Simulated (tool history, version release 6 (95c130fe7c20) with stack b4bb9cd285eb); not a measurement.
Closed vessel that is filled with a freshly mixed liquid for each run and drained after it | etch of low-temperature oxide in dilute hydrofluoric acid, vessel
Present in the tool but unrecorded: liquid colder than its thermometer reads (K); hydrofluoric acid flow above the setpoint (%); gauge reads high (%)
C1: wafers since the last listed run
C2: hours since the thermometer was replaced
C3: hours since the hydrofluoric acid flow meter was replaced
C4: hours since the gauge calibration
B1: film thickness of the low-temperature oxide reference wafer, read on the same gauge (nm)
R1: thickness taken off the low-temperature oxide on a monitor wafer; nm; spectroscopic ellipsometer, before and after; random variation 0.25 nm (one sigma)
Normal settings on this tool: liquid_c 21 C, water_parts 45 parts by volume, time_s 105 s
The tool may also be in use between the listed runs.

{"run": 1, "hour": 0.0, "liquid_c": 17.5, "water_parts": 45, "time_s": 135, "C1": 0, "C2": 674.6, "C3": 1785.8, "C4": 207.1, "B1": 90, "R1": 71.95}
{"run": 2, "hour": 34.8, "liquid_c": 17.5, "water_parts": 45, "time_s": 135, "C1": 4856, "C2": 709.4, "C3": 1820.6, "C4": 241.9, "B1": 90.04, "R1": 72.23}
{"run": 3, "hour": 50.5, "liquid_c": 17.5, "water_parts": 45, "time_s": 105, "C1": 2191, "C2": 725.1, "C3": 1836.3, "C4": 257.6, "B1": 90.01, "R1": 55.98}
{"run": 4, "hour": 80.1, "liquid_c": 21, "water_parts": 45, "time_s": 105, "C1": 4130, "C2": 754.7, "C3": 1865.9, "C4": 287.2, "B1": 90, "R1": 65.46}
{"run": 5, "hour": 115.2, "liquid_c": 21, "water_parts": 45, "time_s": 105, "C1": 4898, "C2": 789.8, "C3": 1901, "C4": 322.3, "B1": 90.02, "R1": 65.02}
{"run": 6, "hour": 140.4, "liquid_c": 21, "water_parts": 45, "time_s": 105, "C1": 3516, "C2": 815, "C3": 1926.2, "C4": 347.5, "B1": 90.01, "R1": 65.26}
{"run": 7, "hour": 161.2, "liquid_c": 21, "water_parts": 45, "time_s": 75, "C1": 2902, "C2": 835.8, "C3": 1947, "C4": 368.3, "B1": 90.01, "R1": 46.8}
{"hour": 188.8, "done": "gauge calibrated"}
{"run": 8, "hour": 192.6, "liquid_c": 17, "water_parts": 45, "time_s": 105, "C1": 4382, "C2": 867.2, "C3": 1978.4, "C4": 3.8, "B1": 90, "R1": 55.04}
{"hour": 212.8, "done": "hydrofluoric acid flow meter replaced"}
{"run": 9, "hour": 225.0, "liquid_c": 18, "water_parts": 30, "time_s": 105, "C1": 4382, "C2": 899.6, "C3": 12.2, "C4": 36.2, "B1": 90, "R1": 79.95}
{"run": 10, "hour": 244.5, "liquid_c": 25, "water_parts": 30, "time_s": 75, "C1": 2721, "C2": 919.1, "C3": 31.7, "C4": 55.7, "B1": 89.99, "R1": 77.03}
{"run": 11, "hour": 263.9, "liquid_c": 21, "water_parts": 30, "time_s": 60, "C1": 2707, "C2": 938.5, "C3": 51.1, "C4": 75.1, "B1": 89.98, "R1": 52.39}
{"run": 12, "hour": 278.6, "liquid_c": 21, "water_parts": 45, "time_s": 105, "C1": 2051, "C2": 953.2, "C3": 65.8, "C4": 89.8, "B1": 89.99, "R1": 59.6}
{"run": 13, "hour": 306.7, "liquid_c": 17, "water_parts": 35, "time_s": 120, "C1": 3921, "C2": 981.3, "C3": 93.9, "C4": 117.9, "B1": 90.02, "R1": 74.83}
{"hour": 316.0, "done": "thermometer replaced"}
{"run": 14, "hour": 342.2, "liquid_c": 21, "water_parts": 45, "time_s": 85, "C1": 4814, "C2": 26.2, "C3": 129.4, "C4": 153.4, "B1": 90.02, "R1": 48.51}
{"run": 15, "hour": 420.4, "liquid_c": 21, "water_parts": 30, "time_s": 145, "C1": 10913, "C2": 104.4, "C3": 207.6, "C4": 231.6, "B1": 89.97, "R1": 125.66}
{"run": 16, "hour": 454.7, "liquid_c": 21, "water_parts": 45, "time_s": 105, "C1": 4786, "C2": 138.7, "C3": 241.9, "C4": 265.9, "B1": 90, "R1": 60.61}

What if the next run were any one of these 5? Each begins from the tool's condition after run 16:
{"run": "A", "hour": 455.4, "liquid_c": 21, "water_parts": 45, "time_s": 105, "C1": 97, "C2": 139.4, "C3": 242.6, "C4": 266.6, "B1": "?", "R1": "?"}
{"run": "B", "hour": 455.4, "liquid_c": 21, "water_parts": 50, "time_s": 140, "C1": 97, "C2": 139.4, "C3": 242.6, "C4": 266.6, "B1": "?", "R1": "?"}
{"run": "C", "hour": 455.4, "liquid_c": 25.5, "water_parts": 30, "time_s": 105, "C1": 97, "C2": 139.4, "C3": 242.6, "C4": 266.6, "B1": "?", "R1": "?"}
{"run": "D", "hour": 455.4, "liquid_c": 18, "water_parts": 35, "time_s": 55, "C1": 97, "C2": 139.4, "C3": 242.6, "C4": 266.6, "B1": "?", "R1": "?"}
{"run": "E", "hour": 455.4, "liquid_c": 23.5, "water_parts": 40, "time_s": 75, "C1": 97, "C2": 139.4, "C3": 242.6, "C4": 266.6, "B1": "?", "R1": "?"}

run=A B1=89.99 R1=60.1
run=B B1=89.99 R1=71.69
run=C B1=89.99 R1=110.92
run=D B1=89.99 R1=35.98
run=E B1=89.99 R1=53.98
Stripped of hidden state, with their random variation kept, the same runs would have yielded:
run=A R1=58.19
run=B R1=69.39
run=C R1=107.45
run=D R1=34.86
run=E R1=52.26
